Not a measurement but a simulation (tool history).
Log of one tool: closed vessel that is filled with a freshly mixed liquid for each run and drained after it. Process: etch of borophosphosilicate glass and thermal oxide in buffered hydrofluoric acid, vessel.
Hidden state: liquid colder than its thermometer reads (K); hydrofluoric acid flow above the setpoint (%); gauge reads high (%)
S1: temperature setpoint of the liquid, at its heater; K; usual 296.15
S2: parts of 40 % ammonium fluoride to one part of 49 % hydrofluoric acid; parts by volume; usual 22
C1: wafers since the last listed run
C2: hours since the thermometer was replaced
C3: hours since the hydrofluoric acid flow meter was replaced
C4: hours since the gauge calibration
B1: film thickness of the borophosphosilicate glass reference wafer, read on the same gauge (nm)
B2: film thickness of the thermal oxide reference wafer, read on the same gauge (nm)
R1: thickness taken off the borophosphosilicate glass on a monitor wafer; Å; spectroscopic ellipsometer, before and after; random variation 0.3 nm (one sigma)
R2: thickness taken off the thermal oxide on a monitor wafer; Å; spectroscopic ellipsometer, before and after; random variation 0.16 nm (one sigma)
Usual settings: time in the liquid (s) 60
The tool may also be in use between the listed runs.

Run 1, day 0: usual settings but S1 297.65 K, S2 17 parts by volume, time in the liquid (s) 40; C1 0; C2 0.5; C3 552.8; C4 608.2; B1 129.97; B2 149.99. Result: R1 448.8 Å, R2 270.4 Å.
Run 2, day 2.429: usual settings but S2 16.5 parts by volume, time in the liquid (s) 35; C1 6197; C2 58.8; C3 611.1; C4 666.5; B1 129.99; B2 150.06. Result: R1 368.5 Å, R2 224.6 Å.
Run 3, day 5.612: usual settings but S1 298.15 K, S2 13 parts by volume, time in the liquid (s) 45; C1 8121; C2 135.2; C3 687.5; C4 742.9; B1 130; B2 150. Result: R1 660.9 Å, R2 404.9 Å.
Run 4, day 8.221: usual settings; C1 6654; C2 197.8; C3 750.1; C4 805.5; B1 130.02; B2 150.05. Result: R1 485.2 Å, R2 297.8 Å.
Run 5, day 10.788: usual settings but time in the liquid (s) 45; C1 6547; C2 259.4; C3 811.7; C4 867.1; B1 130; B2 150.01. Result: R1 363.4 Å, R2 223.3 Å.
Run 6, day 13.896: usual settings but S1 294.15 K, time in the liquid (s) 85; C1 7929; C2 334; C3 886.3; C4 941.7; B1 130.02; B2 150.02. Result: R1 613.9 Å, R2 374.7 Å.
Run 7, day 16.5: usual settings but S1 299.15 K, time in the liquid (s) 70; C1 6643; C2 396.5; C3 948.8; C4 1004.2; B1 130.01; B2 150.03. Result: R1 660.4 Å, R2 407.5 Å.
Run 8, day 19.646: usual settings but S2 14 parts by volume, time in the liquid (s) 35; C1 8025; C2 472; C3 1024.3; C4 1079.7; B1 129.98; B2 150. Result: R1 432.3 Å, R2 260.4 Å.
Run 9, day 23.421: usual settings but time in the liquid (s) 80; C1 9630; C2 562.6; C3 1114.9; C4 1170.3; B1 130.01; B2 149.97. Result: R1 633.2 Å, R2 394.5 Å.
Run 10, day 26.888: usual settings; C1 8844; C2 645.8; C3 1198.1; C4 1253.5; B1 130.03; B2 149.98. Result: R1 486.5 Å, R2 289.4 Å.
Run 11, day 29.421: usual settings but S1 298.65 K, S2 17 parts by volume; C1 6462; C2 706.6; C3 1258.9; C4 1314.3; B1 130; B2 149.99. Result: R1 684.7 Å, R2 421.6 Å.
Run 12, day 31.038: usual settings; C1 4124; C2 745.4; C3 1297.7; C4 1353.1; B1 129.98; B2 150.03. Result: R1 479.8 Å, R2 290.5 Å.
Run 13, day 33.492: usual settings but S1 300.65 K, time in the liquid (s) 30; C1 6260; C2 804.3; C3 1356.6; C4 1412; B1 130.02; B2 150. Result: R1 306 Å, R2 186.6 Å.
Run 14, day 36.317: usual settings but S2 15 parts by volume, time in the liquid (s) 30; C1 7207; C2 872.1; C3 1424.4; C4 1479.8; B1 130.04; B2 149.98. Result: R1 334 Å, R2 205.5 Å.
Run 15, day 40.246: usual settings but S1 300.15 K, S2 17.5 parts by volume, time in the liquid (s) 45; C1 10023; C2 966.4; C3 1518.7; C4 1574.1; B1 130.03; B2 149.97. Result: R1 538.7 Å, R2 325.5 Å.
Run 16, day 42.346: usual settings but S1 293.15 K, S2 29.5 parts by volume; C1 5357; C2 1016.8; C3 1569.1; C4 1624.5; B1 130.02; B2 149.98. Result: R1 326.9 Å, R2 198.6 Å.
Run 17, day 43.9: usual settings but S2 14 parts by volume, time in the liquid (s) 35; C1 3964; C2 1054.1; C3 1606.4; C4 1661.8; B1 129.98; B2 150.01. Result: R1 420.1 Å, R2 255.2 Å.
Run 18, day 47.888: usual settings but S1 293.65 K, S2 27 parts by volume; C1 10172; C2 1149.8; C3 1702.1; C4 1757.5; B1 129.98; B2 149.98. Result: R1 355.3 Å, R2 215.7 Å.
Run 19, day 49.675: usual settings but time in the liquid (s) 30; C1 4560; C2 1192.7; C3 1745; C4 1800.4; B1 130.02; B2 149.97. Result: R1 237.7 Å, R2 144.2 Å.
At day 52.238: hydrofluoric acid flow meter replaced.
Run 20, day 52.696: usual settings but S1 298.15 K, S2 26 parts by volume, time in the liquid (s) 85; C1 7600; C2 1265.2; C3 11; C4 1872.9; B1 130.02; B2 149.97. Result: R1 670.4 Å, R2 407.1 Å.
Run 21, day 55.271: usual settings but S1 294.15 K, S2 29 parts by volume, time in the liquid (s) 40; C1 6569; C2 1327; C3 72.8; C4 1934.7; B1 129.97; B2 150.01. Result: R1 230.9 Å, R2 140.4 Å.
Run 22, day 56.842: usual settings but S1 292.65 K, S2 17 parts by volume; C1 4007; C2 1364.7; C3 110.5; C4 1972.4; B1 130.01; B2 150.02. Result: R1 485.2 Å, R2 292.3 Å.
Run 23, day 60.65: usual settings but S1 294.15 K, S2 18.5 parts by volume, time in the liquid (s) 70; C1 9715; C2 1456.1; C3 201.9; C4 2063.8; B1 130.02; B2 149.98. Result: R1 564.4 Å, R2 344.6 Å.
Run 24, day 62.379: usual settings but S1 294.65 K, time in the liquid (s) 30; C1 4411; C2 1497.6; C3 243.4; C4 2105.3; B1 130.02; B2 150.02. Result: R1 214.8 Å, R2 130.1 Å.

5 ways to go on from here, each from the tool as it stands after run 24. What would each give?
Run A, day 62.408: usual settings; C1 74; C2 1498.3; C3 244.1; C4 2106; B1 ?; B2 ?. Result: R1 ?, R2 ?.
Run B, day 62.408: usual settings but S1 293.15 K, S2 14 parts by volume; C1 74; C2 1498.3; C3 244.1; C4 2106; B1 ?; B2 ?. Result: R1 ?, R2 ?.
Run C, day 62.408: usual settings but S1 297.65 K, S2 29.5 parts by volume, time in the liquid (s) 85; C1 74; C2 1498.3; C3 244.1; C4 2106; B1 ?; B2 ?. Result: R1 ?, R2 ?.
Run D, day 62.408: usual settings but S1 300.65 K, S2 13.5 parts by volume, time in the liquid (s) 90; C1 74; C2 1498.3; C3 244.1; C4 2106; B1 ?; B2 ?. Result: R1 ?, R2 ?.
Run E, day 62.408: usual settings but S2 27 parts by volume; C1 74; C2 1498.3; C3 244.1; C4 2106; B1 ?; B2 ?. Result: R1 ?, R2 ?.

run      B1      B2      R1     R2
  A  129.99  150.05   464.5  284.6
  B  129.99  150.05   598.2  365.2
  C  129.99  150.05   583.2  357.9
  D  129.99  150.05  1399.5    858
  E  129.99  150.05     403  247.1
Without the tool's hidden state the same runs would have given:
run      R1     R2
  A     493  302.3
  B   635.5  388.2
  C   618.9    380
  D  1482.8  909.6
  E   427.9  262.5
